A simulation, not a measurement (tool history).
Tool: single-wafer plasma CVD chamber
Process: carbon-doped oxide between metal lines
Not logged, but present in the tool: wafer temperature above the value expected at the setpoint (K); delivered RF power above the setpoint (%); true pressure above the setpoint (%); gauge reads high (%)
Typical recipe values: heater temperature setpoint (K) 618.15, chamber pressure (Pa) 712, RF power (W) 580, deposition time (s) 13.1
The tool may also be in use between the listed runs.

| run | day | heater temperature setpoint (K) | chamber pressure (Pa) | RF power (W) | deposition time (s) | wafers since the last listed run | hours since the last thermocouple change | hours since the last RF generator calibration | hours since the last manometer calibration | hours since the showerhead was replaced | hours since the gauge calibration | read-back reference wafer on the same gauge, thickness_nm | mean film thickness on the monitor wafer (angstrom) |
|---|---|---|---|---|---|---|---|---|---|---|---|---|---|
| 1 | 0 | 625.15 | 712 | 580 | 13.1 | 0 | 679.4 | 1553.7 | 1221.3 | 6145.1 | 1413.6 | 73.734 | 808.94 |
| 2 | 2.029 | 618.15 | 587 | 550 | 13.1 | 1387 | 728.1 | 1602.4 | 1270 | 6193.8 | 1462.3 | 73.675 | 775.29 |
| 3 | 5.612 | 618.15 | 712 | 580 | 13.1 | 2450 | 814.1 | 1688.4 | 1356 | 6279.8 | 1548.3 | 73.728 | 819.92 |
| 4 | 8.75 | 618.15 | 712 | 580 | 13.1 | 2145 | 889.4 | 1763.7 | 1431.3 | 6355.1 | 1623.6 | 73.65 | 819.03 |
|  | 14.483 | capacitance manometer re-zeroed and calibrated |
| 5 | 20.392 | 618.15 | 712 | 580 | 13.1 | 7734 | 1168.8 | 2043.1 | 141.8 | 6634.5 | 1903 | 73.641 | 820.91 |
| 6 | 23.562 | 626.15 | 712 | 580 | 13.1 | 2168 | 1244.9 | 2119.2 | 217.9 | 6710.6 | 1979.1 | 73.655 | 800.63 |
| 7 | 27.133 | 612.15 | 763 | 680 | 13.1 | 2442 | 1330.6 | 2204.9 | 303.6 | 6796.3 | 2064.8 | 73.666 | 920.57 |
| 8 | 30.325 | 612.15 | 763 | 680 | 13.1 | 2182 | 1407.2 | 2281.5 | 380.2 | 6872.9 | 2141.4 | 73.699 | 922.32 |
|  | 31.138 | RF generator calibrated |
| 9 | 33.333 | 625.15 | 559 | 580 | 14.1 | 1829 | 1479.4 | 52.7 | 452.4 | 6945.1 | 2213.6 | 73.767 | 830.56 |
| 10 | 36.121 | 618.15 | 712 | 580 | 13.1 | 1906 | 1546.3 | 119.6 | 519.3 | 7012 | 2280.5 | 73.673 | 822.57 |
| 11 | 38.071 | 618.15 | 604 | 635 | 13.1 | 1333 | 1593.1 | 166.4 | 566.1 | 7058.8 | 2327.3 | 73.688 | 828.71 |
| 12 | 40.462 | 618.15 | 880 | 580 | 11.1 | 1635 | 1650.5 | 223.8 | 623.5 | 7116.2 | 2384.7 | 73.73 | 709.37 |
| 13 | 42.325 | 618.15 | 712 | 580 | 13.1 | 1273 | 1695.2 | 268.5 | 668.2 | 7160.9 | 2429.4 | 73.785 | 823.51 |
| 14 | 46.058 | 618.15 | 712 | 580 | 11.9 | 2553 | 1784.8 | 358.1 | 757.8 | 7250.5 | 2519 | 73.664 | 746.16 |
| 15 | 48.888 | 631.15 | 883 | 580 | 15.4 | 1935 | 1852.7 | 426 | 825.7 | 7318.4 | 2586.9 | 73.678 | 956.72 |
|  | 50.35 | thermocouple changed; heater temperature recalibrated |
|  | 51.608 | showerhead replaced |
| 16 | 52.533 | 618.15 | 712 | 580 | 13.1 | 2037 | 52.4 | 513.5 | 913.2 | 22.2 | 2674.4 | 73.628 | 821.23 |
| 17 | 55.738 | 626.15 | 712 | 685 | 13.8 | 2191 | 129.3 | 590.4 | 990.1 | 99.1 | 2751.3 | 73.61 | 926.15 |
| 18 | 59.017 | 605.15 | 580 | 615 | 13.1 | 2242 | 208 | 669.1 | 1068.8 | 177.8 | 2830 | 73.723 | 841.45 |
| 19 | 63.167 | 618.15 | 583 | 580 | 13.1 | 2838 | 307.6 | 768.7 | 1168.4 | 277.4 | 2929.6 | 73.756 | 792.24 |
| 20 | 64.679 | 618.15 | 712 | 580 | 11 | 1034 | 343.9 | 805 | 1204.7 | 313.7 | 2965.9 | 73.645 | 685.1 |

Estimate the outcome of run 21 from the log above:
| 21 | 68.1 | 618.15 | 815 | 530 | 13.1 | 2339 | 426 | 887.1 | 1286.8 | 395.8 | 3048 | ? | ? |

read-back reference wafer on the same gauge, thickness_nm: 73.687
mean film thickness on the monitor wafer (angstrom): 803.64
Minus the tool's unlogged condition, the same run would have read mean film thickness on the monitor wafer (angstrom) 803.64.
